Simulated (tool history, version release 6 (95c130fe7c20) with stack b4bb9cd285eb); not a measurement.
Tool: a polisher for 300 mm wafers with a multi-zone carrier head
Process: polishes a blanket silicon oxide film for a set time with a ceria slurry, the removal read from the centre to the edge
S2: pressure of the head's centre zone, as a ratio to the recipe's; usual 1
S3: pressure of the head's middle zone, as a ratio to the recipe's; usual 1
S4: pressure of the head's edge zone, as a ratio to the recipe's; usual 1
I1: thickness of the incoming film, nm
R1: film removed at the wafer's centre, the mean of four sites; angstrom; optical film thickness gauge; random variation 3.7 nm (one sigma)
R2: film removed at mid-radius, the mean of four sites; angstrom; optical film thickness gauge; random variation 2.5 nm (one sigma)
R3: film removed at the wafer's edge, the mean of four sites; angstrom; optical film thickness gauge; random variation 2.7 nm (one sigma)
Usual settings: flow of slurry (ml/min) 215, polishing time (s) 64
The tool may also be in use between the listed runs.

run 1 hour=0 | flow_of_slurry_(ml/min)=215 S2=1 S3=1 S4=1 polishing_time_(s)=76 | I1=1036.6 | R1=4656 R2=4753 R3=4758
run 2 hour=28 | flow_of_slurry_(ml/min)=215 S2=1 S3=1.06 S4=1.1 polishing_time_(s)=64 | I1=1053.9 | R1=3939 R2=4182 R3=4162
run 3 hour=62.9 | flow_of_slurry_(ml/min)=215 S2=1 S3=1 S4=0.95 polishing_time_(s)=75 | I1=1048.4 | R1=4629 R2=4719 R3=4581
-- hour=92.9 centre zone pressure recalibrated
run 4 hour=98.6 | flow_of_slurry_(ml/min)=285 S2=1 S3=1.05 S4=0.92 polishing_time_(s)=77 | I1=1038.7 | R1=4904 R2=5143 R3=4734
run 5 hour=112.5 | flow_of_slurry_(ml/min)=215 S2=0.9 S3=0.89 S4=0.92 polishing_time_(s)=82 | I1=1058.8 | R1=4549 R2=4751 R3=4926
run 6 hour=130.6 | flow_of_slurry_(ml/min)=215 S2=1 S3=1 S4=1 polishing_time_(s)=64 | I1=1040.8 | R1=3827 R2=4052 R3=3972
-- hour=147 slurry nozzle cleaned
run 7 hour=163.7 | flow_of_slurry_(ml/min)=235 S2=1.08 S3=1.11 S4=1 polishing_time_(s)=52 | I1=1045 | R1=3463 R2=3464 R3=3250
-- hour=215.7 worn pad replaced by a new one
run 8 hour=216.2 | flow_of_slurry_(ml/min)=270 S2=1 S3=1 S4=1 polishing_time_(s)=64 | I1=1053.1 | R1=3893 R2=4008 R3=4005
run 9 hour=227.7 | flow_of_slurry_(ml/min)=185 S2=1 S3=0.96 S4=0.9 polishing_time_(s)=64 | I1=1054.8 | R1=3723 R2=3744 R3=3679
run 10 hour=262.2 | flow_of_slurry_(ml/min)=215 S2=0.91 S3=0.89 S4=1 polishing_time_(s)=82 | I1=1066.8 | R1=4357 R2=4583 R3=5028
run 11 hour=295.9 | flow_of_slurry_(ml/min)=215 S2=1.11 S3=1.04 S4=1 polishing_time_(s)=48 | I1=1051.6 | R1=3128 R2=3002 R3=2939
run 12 hour=308 | flow_of_slurry_(ml/min)=215 S2=1.05 S3=0.93 S4=1 polishing_time_(s)=45 | I1=1053.1 | R1=2754 R2=2592 R3=2737
run 13 hour=335.1 | flow_of_slurry_(ml/min)=215 S2=1.05 S3=0.93 S4=1 polishing_time_(s)=45 | I1=1032.3 | R1=2762 R2=2602 R3=2768
run 14 hour=358.7 | flow_of_slurry_(ml/min)=215 S2=1 S3=0.9 S4=1 polishing_time_(s)=75 | I1=1049.7 | R1=4297 R2=4220 R3=4532
-- hour=386.7 slurry nozzle cleaned, repeated, since the last time left the tool worse
run 15 hour=387.2 | flow_of_slurry_(ml/min)=215 S2=1 S3=1 S4=0.91 polishing_time_(s)=77 | I1=1043.7 | R1=4854 R2=4992 R3=4620
run 16 hour=414.5 | flow_of_slurry_(ml/min)=285 S2=1 S3=1.05 S4=0.92 polishing_time_(s)=77 | I1=1052.5 | R1=4931 R2=5289 R3=4758
run 17 hour=438.6 | flow_of_slurry_(ml/min)=215 S2=1 S3=1.09 S4=1 polishing_time_(s)=64 | I1=1055.5 | R1=3994 R2=4332 R3=4056
-- hour=458.9 worn pad replaced by a new one
run 18 hour=464.2 | flow_of_slurry_(ml/min)=215 S2=1 S3=1 S4=1 polishing_time_(s)=50 | I1=1049.8 | R1=3092 R2=3197 R3=3154
run 19 hour=547.6 | flow_of_slurry_(ml/min)=215 S2=1 S3=1 S4=1 polishing_time_(s)=77 | I1=1040 | R1=4786 R2=4938 R3=4870
run 20 hour=576.2 | flow_of_slurry_(ml/min)=280 S2=1 S3=0.93 S4=1.11 polishing_time_(s)=64 | I1=1031.3 | R1=4151 R2=3967 R3=4356
run 21 hour=607.4 | flow_of_slurry_(ml/min)=215 S2=1 S3=1 S4=1 polishing_time_(s)=64 | I1=1036.3 | R1=3989 R2=4058 R3=4019

Forecast each of these 5 alternatives for the next run:
run A hour=607.8 | flow_of_slurry_(ml/min)=215 S2=1 S3=1 S4=0.91 polishing_time_(s)=64 | I1=1044.4 | R1=? R2=? R3=?
run B hour=607.8 | flow_of_slurry_(ml/min)=265 S2=1 S3=1 S4=1 polishing_time_(s)=46 | I1=1044.4 | R1=? R2=? R3=?
run C hour=607.8 | flow_of_slurry_(ml/min)=215 S2=1.09 S3=1.04 S4=1 polishing_time_(s)=64 | I1=1044.4 | R1=? R2=? R3=?
run D hour=607.8 | flow_of_slurry_(ml/min)=215 S2=1 S3=0.92 S4=0.88 polishing_time_(s)=64 | I1=1044.4 | R1=? R2=? R3=?
run E hour=607.8 | flow_of_slurry_(ml/min)=215 S2=0.94 S3=1 S4=1 polishing_time_(s)=74 | I1=1044.4 | R1=? R2=? R3=?

run=A R1=3938 R2=4096 R3=3849
run=B R1=2895 R2=3004 R3=2935
run=C R1=4296 R2=4207 R3=4022
run=D R1=3936 R2=3871 R3=3795
run=E R1=4278 R2=4737 R3=4652
Without the tool's hidden state the same runs would have given:
run=A R1=4002 R2=4156 R3=3891
run=B R1=2935 R2=3042 R3=2963
run=C R1=4366 R2=4268 R3=4065
run=D R1=4001 R2=3927 R3=3835
run=E R1=4348 R2=4806 R3=4702
